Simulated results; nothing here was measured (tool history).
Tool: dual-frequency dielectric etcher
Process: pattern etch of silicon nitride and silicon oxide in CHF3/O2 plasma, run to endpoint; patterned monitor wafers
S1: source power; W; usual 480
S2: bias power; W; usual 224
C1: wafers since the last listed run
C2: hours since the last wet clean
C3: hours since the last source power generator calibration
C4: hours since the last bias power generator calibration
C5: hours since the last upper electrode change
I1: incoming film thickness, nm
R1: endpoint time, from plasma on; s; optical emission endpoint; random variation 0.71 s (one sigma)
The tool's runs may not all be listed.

{"run": 1, "hour": 0.0, "S1": 480, "S2": 243, "C1": 0, "C2": 311.5, "C3": 1428.7, "C4": 793.4, "C5": 2309.3, "I1": 304.2, "R1": 203.7}
{"run": 2, "hour": 25.4, "S1": 480, "S2": 211, "C1": 168, "C2": 336.9, "C3": 1454.1, "C4": 818.8, "C5": 2334.7, "I1": 301.5, "R1": 212.7}
{"run": 3, "hour": 56.3, "S1": 480, "S2": 211, "C1": 204, "C2": 367.8, "C3": 1485, "C4": 849.7, "C5": 2365.6, "I1": 302.2, "R1": 212.9}
{"run": 4, "hour": 92.1, "S1": 390, "S2": 261, "C1": 236, "C2": 403.6, "C3": 1520.8, "C4": 885.5, "C5": 2401.4, "I1": 304, "R1": 209.9}
{"run": 5, "hour": 126.2, "S1": 390, "S2": 261, "C1": 225, "C2": 437.7, "C3": 1554.9, "C4": 919.6, "C5": 2435.5, "I1": 305, "R1": 210.4}
{"run": 6, "hour": 154.6, "S1": 480, "S2": 224, "C1": 187, "C2": 466.1, "C3": 1583.3, "C4": 948, "C5": 2463.9, "I1": 304.4, "R1": 208.7}
{"hour": 190.1, "done": "wet clean of the chamber"}
{"run": 7, "hour": 190.6, "S1": 480, "S2": 224, "C1": 79, "C2": 0.5, "C3": 1619.3, "C4": 984, "C5": 2499.9, "I1": 306.2, "R1": 211}
{"run": 8, "hour": 199.5, "S1": 480, "S2": 224, "C1": 58, "C2": 9.4, "C3": 1628.2, "C4": 992.9, "C5": 2508.8, "I1": 303.3, "R1": 207.7}
{"run": 9, "hour": 216.4, "S1": 480, "S2": 224, "C1": 111, "C2": 26.3, "C3": 1645.1, "C4": 1009.8, "C5": 2525.7, "I1": 303.7, "R1": 207.9}
{"run": 10, "hour": 251.0, "S1": 480, "S2": 224, "C1": 229, "C2": 60.9, "C3": 1679.7, "C4": 1044.4, "C5": 2560.3, "I1": 303.6, "R1": 208.7}
{"run": 11, "hour": 276.0, "S1": 480, "S2": 224, "C1": 165, "C2": 85.9, "C3": 1704.7, "C4": 1069.4, "C5": 2585.3, "I1": 301.5, "R1": 205.1}
{"hour": 305.3, "done": "upper electrode replaced"}
{"run": 12, "hour": 305.8, "S1": 480, "S2": 224, "C1": 38, "C2": 115.7, "C3": 1734.5, "C4": 1099.2, "C5": 0.5, "I1": 304.2, "R1": 208.9}
{"run": 13, "hour": 324.7, "S1": 480, "S2": 224, "C1": 125, "C2": 134.6, "C3": 1753.4, "C4": 1118.1, "C5": 19.4, "I1": 305.5, "R1": 208}
{"run": 14, "hour": 344.2, "S1": 480, "S2": 224, "C1": 129, "C2": 154.1, "C3": 1772.9, "C4": 1137.6, "C5": 38.9, "I1": 303.8, "R1": 209.6}
{"run": 15, "hour": 368.7, "S1": 560, "S2": 188, "C1": 162, "C2": 178.6, "C3": 1797.4, "C4": 1162.1, "C5": 63.4, "I1": 301.8, "R1": 209.5}
{"run": 16, "hour": 388.1, "S1": 480, "S2": 264, "C1": 128, "C2": 198, "C3": 1816.8, "C4": 1181.5, "C5": 82.8, "I1": 301.9, "R1": 192.9}
{"run": 17, "hour": 405.3, "S1": 480, "S2": 256, "C1": 113, "C2": 215.2, "C3": 1834, "C4": 1198.7, "C5": 100, "I1": 305.2, "R1": 197.5}
{"run": 18, "hour": 418.1, "S1": 480, "S2": 224, "C1": 84, "C2": 228, "C3": 1846.8, "C4": 1211.5, "C5": 112.8, "I1": 302.3, "R1": 206.6}
{"run": 19, "hour": 435.1, "S1": 390, "S2": 245, "C1": 112, "C2": 245, "C3": 1863.8, "C4": 1228.5, "C5": 129.8, "I1": 305.1, "R1": 214.6}
{"run": 20, "hour": 467.9, "S1": 480, "S2": 250, "C1": 217, "C2": 277.8, "C3": 1896.6, "C4": 1261.3, "C5": 162.6, "I1": 303.3, "R1": 199.6}
{"run": 21, "hour": 499.2, "S1": 430, "S2": 205, "C1": 207, "C2": 309.1, "C3": 1927.9, "C4": 1292.6, "C5": 193.9, "I1": 302.6, "R1": 221.5}
{"hour": 542.9, "done": "source power generator calibrated"}
{"run": 22, "hour": 555.8, "S1": 560, "S2": 253, "C1": 348, "C2": 365.7, "C3": 12.9, "C4": 1349.2, "C5": 250.5, "I1": 306.1, "R1": 189.4}
{"run": 23, "hour": 576.4, "S1": 480, "S2": 180, "C1": 136, "C2": 386.3, "C3": 33.5, "C4": 1369.8, "C5": 271.1, "I1": 301.8, "R1": 224.9}
{"run": 24, "hour": 594.5, "S1": 480, "S2": 224, "C1": 119, "C2": 404.4, "C3": 51.6, "C4": 1387.9, "C5": 289.2, "I1": 304.8, "R1": 207.1}
{"run": 25, "hour": 606.9, "S1": 480, "S2": 224, "C1": 82, "C2": 416.8, "C3": 64, "C4": 1400.3, "C5": 301.6, "I1": 305.7, "R1": 208.5}
{"hour": 623.6, "done": "bias power generator calibrated"}
{"run": 26, "hour": 631.3, "S1": 520, "S2": 246, "C1": 135, "C2": 441.2, "C3": 88.4, "C4": 7.7, "C5": 326, "I1": 307, "R1": 199.4}
{"run": 27, "hour": 648.9, "S1": 550, "S2": 256, "C1": 116, "C2": 458.8, "C3": 106, "C4": 25.3, "C5": 343.6, "I1": 305, "R1": 192.1}
{"hour": 677.0, "done": "wet clean of the chamber"}
{"run": 28, "hour": 731.2, "S1": 370, "S2": 224, "C1": 385, "C2": 54.2, "C3": 188.3, "C4": 107.6, "C5": 425.9, "I1": 304.8, "R1": 229.4}
{"run": 29, "hour": 745.5, "S1": 590, "S2": 224, "C1": 94, "C2": 68.5, "C3": 202.6, "C4": 121.9, "C5": 440.2, "I1": 304.8, "R1": 196}
{"run": 30, "hour": 759.9, "S1": 480, "S2": 224, "C1": 95, "C2": 82.9, "C3": 217, "C4": 136.3, "C5": 454.6, "I1": 304.3, "R1": 209.3}
{"run": 31, "hour": 789.2, "S1": 530, "S2": 262, "C1": 193, "C2": 112.2, "C3": 246.3, "C4": 165.6, "C5": 483.9, "I1": 299.7, "R1": 188.7}
{"run": 32, "hour": 812.0, "S1": 410, "S2": 224, "C1": 150, "C2": 135, "C3": 269.1, "C4": 188.4, "C5": 506.7, "I1": 303.3, "R1": 220.7}
{"run": 33, "hour": 826.9, "S1": 480, "S2": 205, "C1": 98, "C2": 149.9, "C3": 284, "C4": 203.3, "C5": 521.6, "I1": 301.7, "R1": 214.6}
{"run": 34, "hour": 846.6, "S1": 480, "S2": 205, "C1": 130, "C2": 169.6, "C3": 303.7, "C4": 223, "C5": 541.3, "I1": 302.2, "R1": 216.3}

Forecast each of these 5 alternatives for the next run:
{"run": "A", "hour": 847.1, "S1": 480, "S2": 224, "C1": 3, "C2": 170.1, "C3": 304.2, "C4": 223.5, "C5": 541.8, "I1": 304.7, "R1": "?"}
{"run": "B", "hour": 847.1, "S1": 440, "S2": 253, "C1": 3, "C2": 170.1, "C3": 304.2, "C4": 223.5, "C5": 541.8, "I1": 304.7, "R1": "?"}
{"run": "C", "hour": 847.1, "S1": 570, "S2": 246, "C1": 3, "C2": 170.1, "C3": 304.2, "C4": 223.5, "C5": 541.8, "I1": 304.7, "R1": "?"}
{"run": "D", "hour": 847.1, "S1": 550, "S2": 224, "C1": 3, "C2": 170.1, "C3": 304.2, "C4": 223.5, "C5": 541.8, "I1": 304.7, "R1": "?"}
{"run": "E", "hour": 847.1, "S1": 390, "S2": 248, "C1": 3, "C2": 170.1, "C3": 304.2, "C4": 223.5, "C5": 541.8, "I1": 304.7, "R1": "?"}

run=A R1=209.8
run=B R1=205.5
run=C R1=190.9
run=D R1=200.6
run=E R1=215.3
Without the tool's hidden state the same runs would have given:
run=A R1=211.1
run=B R1=206.8
run=C R1=192.1
run=D R1=201.8
run=E R1=216.6

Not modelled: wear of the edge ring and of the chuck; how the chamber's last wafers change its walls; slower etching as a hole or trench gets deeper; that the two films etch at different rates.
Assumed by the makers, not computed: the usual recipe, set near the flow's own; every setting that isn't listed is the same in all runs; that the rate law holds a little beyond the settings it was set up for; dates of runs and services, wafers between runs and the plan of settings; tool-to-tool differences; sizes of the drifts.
